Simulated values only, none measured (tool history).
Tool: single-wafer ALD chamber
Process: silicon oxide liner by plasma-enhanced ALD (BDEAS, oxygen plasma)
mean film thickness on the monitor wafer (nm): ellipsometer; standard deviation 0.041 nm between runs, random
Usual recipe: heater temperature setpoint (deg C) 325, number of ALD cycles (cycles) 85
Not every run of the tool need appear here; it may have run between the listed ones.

run     day  heater temperature setpoint (deg C)  number of ALD cycles (cycles)  wafers since the last listed run  hours since the last thermocouple change  hours since the gauge calibration  read-back reference wafer on the same gauge, thickness_nm  mean film thickness on the monitor wafer (nm)
  1       0                                  329                             85                                 0                                     938.4                              931.8                                                      7.073                                          8.301
  2   2.617                                  329                             85                               342                                    1001.2                              994.6                                                      7.068                                           8.32
  3   6.892                                  325                             78                               559                                    1103.8                             1097.2                                                      7.065                                          7.646
  4   8.467                                  325                             78                               206                                    1141.6                               1135                                                      7.073                                          7.626
  5  11.512                                  325                             91                               398                                    1214.7                             1208.1                                                      7.072                                          8.937
  6  15.258                                  320                             85                               490                                    1304.6                               1298                                                      7.071                                          8.438
  7  17.379                                  325                             85                               277                                    1355.5                             1348.9                                                      7.071                                          8.339
     18.779  -- gauge calibrated
  8  19.308                                  325                             85                               252                                    1401.8                               12.7                                                      7.071                                          8.347
  9  21.892                                  325                             85                               338                                    1463.8                               74.7                                                      7.067                                          8.386
 10  24.688                                  325                             85                               366                                    1530.9                              141.8                                                       7.07                                           8.27
 11  27.575                                  325                             85                               378                                    1600.2                              211.1                                                      7.073                                          8.282
 12  30.246                                  325                             85                               349                                    1664.3                              275.2                                                      7.068                                          8.323
 13  32.083                                  316                             94                               240                                    1708.4                              319.3                                                      7.069                                          9.282
 14  42.925                                  316                             94                              1420                                    1968.6                              579.5                                                      7.069                                          9.419
 15  47.183                                  336                             99                               557                                    2070.8                              681.7                                                      7.069                                          9.484
 16  49.938                                  325                             74                               360                                    2136.9                              747.8                                                      7.067                                          7.305
     51.279  -- thermocouple changed; heater temperature recalibrated
 17  54.146                                  325                             85                               507                                      68.8                              848.8                                                       7.07                                           8.37
 18  58.388                                  325                             85                               555                                     170.6                              950.6                                                      7.074                                          8.322
 19  62.638                                  325                             85                               556                                     272.6                             1052.6                                                      7.072                                          8.253
 20   66.85                                  317                             76                               551                                     373.7                             1153.7                                                      7.073                                          7.503
 21  70.367                                  325                             85                               460                                     458.1                             1238.1                                                      7.072                                          8.403
 22  72.425                                  325                             73                               269                                     507.5                             1287.5                                                      7.071                                          7.176
     72.608  -- gauge calibrated
 23  76.758                                  312                             74                               567                                     611.5                               99.6                                                      7.072                                          7.406
 24  78.508                                  310                             85                               229                                     653.5                              141.6                                                       7.07                                          8.631
 25  81.517                                  338                            101                               394                                     725.7                              213.8                                                       7.07                                          9.692
 26  83.125                                  316                             69                               210                                     764.3                              252.4                                                      7.067                                          6.844
 27  87.492                                  325                             85                               571                                     869.1                              357.2                                                      7.066                                          8.248
 28  91.921                                  321                             95                               580                                     975.4                              463.5                                                      7.067                                          9.385

Take each entry between the runs: how does the hidden state at the last listed run before it differ from the hidden state at the first listed run after it?
After run 7, before run 8: gauge calibrated (day 18.779)
  no hidden state differs between the two runs
After run 16, before run 17: thermocouple changed; heater temperature recalibrated (day 51.279)
  no hidden state differs between the two runs
After run 22, before run 23: gauge calibrated (day 72.608)
  no hidden state differs between the two runs
